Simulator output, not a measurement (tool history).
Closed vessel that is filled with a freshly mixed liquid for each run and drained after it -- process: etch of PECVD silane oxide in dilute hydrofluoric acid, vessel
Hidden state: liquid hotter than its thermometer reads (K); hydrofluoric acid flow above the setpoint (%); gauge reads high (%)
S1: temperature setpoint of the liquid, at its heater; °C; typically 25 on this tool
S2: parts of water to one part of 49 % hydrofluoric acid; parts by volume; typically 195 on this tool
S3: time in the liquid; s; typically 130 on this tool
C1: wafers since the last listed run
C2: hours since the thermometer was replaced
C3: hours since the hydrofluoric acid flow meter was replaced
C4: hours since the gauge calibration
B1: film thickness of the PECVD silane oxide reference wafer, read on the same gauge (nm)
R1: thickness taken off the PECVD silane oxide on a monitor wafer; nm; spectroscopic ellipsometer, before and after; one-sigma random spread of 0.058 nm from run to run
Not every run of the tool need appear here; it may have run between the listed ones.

run 1 day=0 | S1=25 S2=225 S3=130 | C1=0 C2=1443.2 C3=729.7 C4=439.4 | B1=59.99 | R1=12.62
run 2 day=0.729 | S1=25 S2=225 S3=130 | C1=2323 C2=1460.7 C3=747.2 C4=456.9 | B1=60.01 | R1=12.58
run 3 day=1.492 | S1=25 S2=225 S3=130 | C1=2429 C2=1479 C3=765.5 C4=475.2 | B1=59.98 | R1=12.64
run 4 day=2.621 | S1=25 S2=195 S3=130 | C1=3598 C2=1506.1 C3=792.6 C4=502.3 | B1=60.02 | R1=15.11
run 5 day=3.4 | S1=25 S2=195 S3=130 | C1=2483 C2=1524.8 C3=811.3 C4=521 | B1=60 | R1=15.15
run 6 day=7.317 | S1=25 S2=195 S3=130 | C1=12481 C2=1618.8 C3=905.3 C4=615 | B1=59.98 | R1=15.37
run 7 day=7.967 | S1=25 S2=195 S3=130 | C1=2071 C2=1634.4 C3=920.9 C4=630.6 | B1=60.01 | R1=15.37
run 8 day=9.446 | S1=25 S2=195 S3=130 | C1=4713 C2=1669.9 C3=956.4 C4=666.1 | B1=59.99 | R1=15.31
run 9 day=10.738 | S1=25 S2=195 S3=130 | C1=4116 C2=1700.9 C3=987.4 C4=697.1 | B1=60.04 | R1=15.47
run 10 day=11.467 | S1=25 S2=195 S3=130 | C1=2323 C2=1718.4 C3=1004.9 C4=714.6 | B1=60 | R1=15.47
run 11 day=12.875 | S1=25 S2=120 S3=130 | C1=4488 C2=1752.2 C3=1038.7 C4=748.4 | B1=60.02 | R1=27.4
-- day=13.517 thermometer replaced
run 12 day=13.638 | S1=25 S2=120 S3=130 | C1=2297 C2=2.9 C3=1057 C4=766.7 | B1=59.94 | R1=25.52
run 13 day=14.842 | S1=27.5 S2=195 S3=130 | C1=3837 C2=31.8 C3=1085.9 C4=795.6 | B1=59.98 | R1=15.76
-- day=15.958 gauge calibrated
run 14 day=16.288 | S1=27.5 S2=195 S3=130 | C1=4607 C2=66.5 C3=1120.6 C4=7.9 | B1=59.95 | R1=15.89
run 15 day=16.933 | S1=27.5 S2=195 S3=130 | C1=2058 C2=82 C3=1136.1 C4=23.4 | B1=60.03 | R1=15.99
run 16 day=17.917 | S1=25 S2=195 S3=130 | C1=3133 C2=105.6 C3=1159.7 C4=47 | B1=59.98 | R1=14.58
-- day=18.383 hydrofluoric acid flow meter replaced
run 17 day=18.912 | S1=29.5 S2=195 S3=130 | C1=3040 C2=129.5 C3=12.7 C4=70.9 | B1=59.97 | R1=15.93
run 18 day=20.033 | S1=23 S2=135 S3=105 | C1=3571 C2=156.4 C3=39.6 C4=97.8 | B1=60.02 | R1=15.66
run 19 day=24.2 | S1=25 S2=295 S3=165 | C1=13278 C2=256.4 C3=139.6 C4=197.8 | B1=59.97 | R1=10.33
run 20 day=25.35 | S1=20 S2=135 S3=70 | C1=3664 C2=284 C3=167.2 C4=225.4 | B1=60 | R1=9.4
run 21 day=25.962 | S1=28 S2=150 S3=195 | C1=1951 C2=298.7 C3=181.9 C4=240.1 | B1=59.96 | R1=31.63
run 22 day=26.904 | S1=20.5 S2=235 S3=65 | C1=3000 C2=321.3 C3=204.5 C4=262.7 | B1=59.98 | R1=4.62
run 23 day=28.217 | S1=25 S2=195 S3=130 | C1=4182 C2=352.8 C3=236 C4=294.2 | B1=60.03 | R1=13.82
run 24 day=29.125 | S1=23 S2=145 S3=55 | C1=2894 C2=374.6 C3=257.8 C4=316 | B1=59.99 | R1=7.79
run 25 day=30.383 | S1=26.5 S2=195 S3=60 | C1=4010 C2=404.8 C3=288 C4=346.2 | B1=59.97 | R1=6.81
run 26 day=31.296 | S1=25 S2=170 S3=130 | C1=2907 C2=426.7 C3=309.9 C4=368.1 | B1=60.03 | R1=16.51
run 27 day=31.979 | S1=28.5 S2=290 S3=55 | C1=2177 C2=443.1 C3=326.3 C4=384.5 | B1=59.99 | R1=4.04
run 28 day=33.042 | S1=29.5 S2=100 S3=130 | C1=3385 C2=468.6 C3=351.8 C4=410 | B1=60.01 | R1=36.36
run 29 day=33.817 | S1=25 S2=195 S3=130 | C1=2469 C2=487.2 C3=370.4 C4=428.6 | B1=59.97 | R1=14.09
run 30 day=34.508 | S1=29 S2=130 S3=160 | C1=2204 C2=503.8 C3=387 C4=445.2 | B1=60.01 | R1=32.71
run 31 day=35.533 | S1=25 S2=195 S3=130 | C1=3266 C2=528.4 C3=411.6 C4=469.8 | B1=60.04 | R1=14.17

Consider 5 possible next runs. They are alternatives, not a sequence: every one starts from the tool as it was left by run 31. What does each give?
run A day=35.562 | S1=25 S2=195 S3=130 | C1=92 C2=529.1 C3=412.3 C4=470.5 | B1=? | R1=?
run B day=35.562 | S1=25 S2=260 S3=105 | C1=92 C2=529.1 C3=412.3 C4=470.5 | B1=? | R1=?
run C day=35.562 | S1=23 S2=165 S3=130 | C1=92 C2=529.1 C3=412.3 C4=470.5 | B1=? | R1=?
run D day=35.562 | S1=25 S2=195 S3=100 | C1=92 C2=529.1 C3=412.3 C4=470.5 | B1=? | R1=?
run E day=35.562 | S1=20.5 S2=285 S3=55 | C1=92 C2=529.1 C3=412.3 C4=470.5 | B1=? | R1=?

run=A B1=59.98 R1=14.13
run=B B1=59.98 R1=7.99
run=C B1=59.98 R1=16.01
run=D B1=59.98 R1=10.87
run=E B1=59.98 R1=3.17
Take away the tool's hidden state, keep each run's random variation, and the runs would have read:
run=A R1=13.25
run=B R1=7.49
run=C R1=15.02
run=D R1=10.19
run=E R1=2.97
